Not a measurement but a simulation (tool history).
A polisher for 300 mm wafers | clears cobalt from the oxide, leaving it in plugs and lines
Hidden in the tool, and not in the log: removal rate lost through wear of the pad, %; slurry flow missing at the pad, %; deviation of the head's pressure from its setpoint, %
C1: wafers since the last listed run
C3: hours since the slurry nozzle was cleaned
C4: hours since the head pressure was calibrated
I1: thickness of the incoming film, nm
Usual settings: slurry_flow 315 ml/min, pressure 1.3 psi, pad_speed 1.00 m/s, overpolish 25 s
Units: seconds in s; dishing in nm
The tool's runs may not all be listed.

run 1 hour=0.0 | slurry_flow=315 pressure=1.3 pad_speed=1.00 overpolish=25 | C1=0 wafers_polished_on_this_pad=675 C3=519.2 C4=505.0 | I1=191.5 | seconds=68.3 dishing=36.5
-- hour=53.9 slurry nozzle cleaned
run 2 hour=73.9 | slurry_flow=315 pressure=1.3 pad_speed=1.00 overpolish=25 | C1=704 wafers_polished_on_this_pad=1379 C3=20.0 C4=578.9 | I1=189.2 | seconds=68.9 dishing=36.6
run 3 hour=174.3 | slurry_flow=315 pressure=1.3 pad_speed=1.00 overpolish=25 | C1=970 wafers_polished_on_this_pad=2350 C3=120.4 C4=679.3 | I1=187.8 | seconds=74.3 dishing=35.9
run 4 hour=268.2 | slurry_flow=315 pressure=1.3 pad_speed=1.00 overpolish=25 | C1=907 wafers_polished_on_this_pad=3257 C3=214.3 C4=773.2 | I1=190.3 | seconds=75.9 dishing=35.4
-- hour=323.0 worn pad replaced by a new one
run 5 hour=357.3 | slurry_flow=315 pressure=1.3 pad_speed=1.00 overpolish=25 | C1=822 wafers_polished_on_this_pad=331 C3=303.4 C4=862.3 | I1=187.7 | seconds=67.9 dishing=37.1
run 6 hour=412.1 | slurry_flow=315 pressure=1.3 pad_speed=1.00 overpolish=25 | C1=529 wafers_polished_on_this_pad=860 C3=358.2 C4=917.1 | I1=193.3 | seconds=75.6 dishing=35.8
run 7 hour=509.7 | slurry_flow=315 pressure=1.3 pad_speed=1.00 overpolish=25 | C1=943 wafers_polished_on_this_pad=1804 C3=455.8 C4=1014.7 | I1=186.9 | seconds=71.8 dishing=36.3
run 8 hour=563.7 | slurry_flow=315 pressure=1.3 pad_speed=1.00 overpolish=25 | C1=521 wafers_polished_on_this_pad=2326 C3=509.8 C4=1068.7 | I1=190.6 | seconds=74.9 dishing=36.2
-- hour=603.6 slurry nozzle cleaned
run 9 hour=634.1 | slurry_flow=315 pressure=1.3 pad_speed=1.00 overpolish=25 | C1=670 wafers_polished_on_this_pad=2996 C3=30.5 C4=1139.1 | I1=188.1 | seconds=74.6 dishing=34.7
-- hour=679.8 head pressure recalibrated
-- hour=706.9 worn pad replaced by a new one, of another model than before
run 10 hour=728.5 | slurry_flow=315 pressure=1.3 pad_speed=1.00 overpolish=25 | C1=854 wafers_polished_on_this_pad=208 C3=124.9 C4=48.7 | I1=190.0 | seconds=66.7 dishing=37.7
run 11 hour=770.0 | slurry_flow=315 pressure=0.9 pad_speed=1.00 overpolish=25 | C1=401 wafers_polished_on_this_pad=609 C3=166.4 C4=90.2 | I1=192.1 | seconds=90.6 dishing=32.2
run 12 hour=809.9 | slurry_flow=315 pressure=0.9 pad_speed=1.00 overpolish=25 | C1=385 wafers_polished_on_this_pad=994 C3=206.3 C4=130.1 | I1=189.4 | seconds=89.4 dishing=32.7
run 13 hour=886.3 | slurry_flow=415 pressure=1.3 pad_speed=1.00 overpolish=15 | C1=738 wafers_polished_on_this_pad=1733 C3=282.7 C4=206.5 | I1=191.2 | seconds=72.1 dishing=27.5
run 14 hour=969.3 | slurry_flow=315 pressure=0.9 pad_speed=1.00 overpolish=25 | C1=802 wafers_polished_on_this_pad=2535 C3=365.7 C4=289.5 | I1=191.0 | seconds=101.2 dishing=31.0
run 15 hour=1017.0 | slurry_flow=385 pressure=1.3 pad_speed=1.00 overpolish=25 | C1=460 wafers_polished_on_this_pad=2996 C3=413.4 C4=337.2 | I1=192.6 | seconds=76.3 dishing=36.0
-- hour=1062.3 worn pad replaced by a new one
run 16 hour=1111.7 | slurry_flow=220 pressure=1.3 pad_speed=1.00 overpolish=25 | C1=876 wafers_polished_on_this_pad=477 C3=508.1 C4=431.9 | I1=189.3 | seconds=68.7 dishing=36.9
-- hour=1152.3 slurry nozzle cleaned
run 17 hour=1215.1 | slurry_flow=315 pressure=1.5 pad_speed=1.00 overpolish=25 | C1=989 wafers_polished_on_this_pad=1466 C3=62.8 C4=535.3 | I1=192.5 | seconds=65.6 dishing=38.2
run 18 hour=1352.6 | slurry_flow=315 pressure=1.3 pad_speed=1.00 overpolish=39 | C1=1328 wafers_polished_on_this_pad=2795 C3=200.3 C4=672.8 | I1=188.6 | seconds=75.0 dishing=42.4
run 19 hour=1394.0 | slurry_flow=315 pressure=1.3 pad_speed=1.00 overpolish=25 | C1=400 wafers_polished_on_this_pad=3195 C3=241.7 C4=714.2 | I1=189.2 | seconds=74.6 dishing=35.2
-- hour=1420.5 worn pad replaced by a new one
run 20 hour=1457.9 | slurry_flow=315 pressure=1.3 pad_speed=1.00 overpolish=36 | C1=578 wafers_polished_on_this_pad=361 C3=305.6 C4=778.1 | I1=186.3 | seconds=68.3 dishing=42.1
run 21 hour=1498.4 | slurry_flow=370 pressure=1.3 pad_speed=1.14 overpolish=25 | C1=391 wafers_polished_on_this_pad=753 C3=346.1 C4=818.6 | I1=191.1 | seconds=65.2 dishing=38.1
run 22 hour=1591.0 | slurry_flow=315 pressure=1.3 pad_speed=1.00 overpolish=25 | C1=894 wafers_polished_on_this_pad=1647 C3=438.7 C4=911.2 | I1=191.6 | seconds=73.7 dishing=35.5
-- hour=1613.1 slurry nozzle cleaned
run 23 hour=1629.3 | slurry_flow=315 pressure=1.3 pad_speed=1.00 overpolish=25 | C1=360 wafers_polished_on_this_pad=2008 C3=16.2 C4=949.5 | I1=189.5 | seconds=76.4 dishing=36.4
run 24 hour=1671.9 | slurry_flow=220 pressure=1.3 pad_speed=0.84 overpolish=29 | C1=411 wafers_polished_on_this_pad=2420 C3=58.8 C4=992.1 | I1=193.0 | seconds=86.7 dishing=36.6
-- hour=1734.1 worn pad replaced by a new one
run 25 hour=1769.7 | slurry_flow=420 pressure=1.3 pad_speed=1.00 overpolish=25 | C1=906 wafers_polished_on_this_pad=343 C3=156.6 C4=1089.9 | I1=187.7 | seconds=67.9 dishing=37.4

3 ways to go on from here, each from the tool as it stands after run 25. What would each give?
run A hour=1770.2 | slurry_flow=315 pressure=0.8 pad_speed=1.00 overpolish=25 | C1=4 wafers_polished_on_this_pad=348 C3=157.1 C4=1090.4 | I1=190.3 | seconds=? dishing=?
run B hour=1770.2 | slurry_flow=315 pressure=1.1 pad_speed=1.00 overpolish=25 | C1=4 wafers_polished_on_this_pad=348 C3=157.1 C4=1090.4 | I1=190.3 | seconds=? dishing=?
run C hour=1770.2 | slurry_flow=360 pressure=1.8 pad_speed=1.34 overpolish=16 | C1=4 wafers_polished_on_this_pad=348 C3=157.1 C4=1090.4 | I1=190.3 | seconds=? dishing=?

run=A seconds=99.0 dishing=31.5
run=B seconds=78.8 dishing=35.5
run=C seconds=45.1 dishing=37.1
Without the tool's hidden state the same runs would have given:
run=A seconds=96.2 dishing=32.0
run=B seconds=76.6 dishing=36.0
run=C seconds=43.9 dishing=37.6
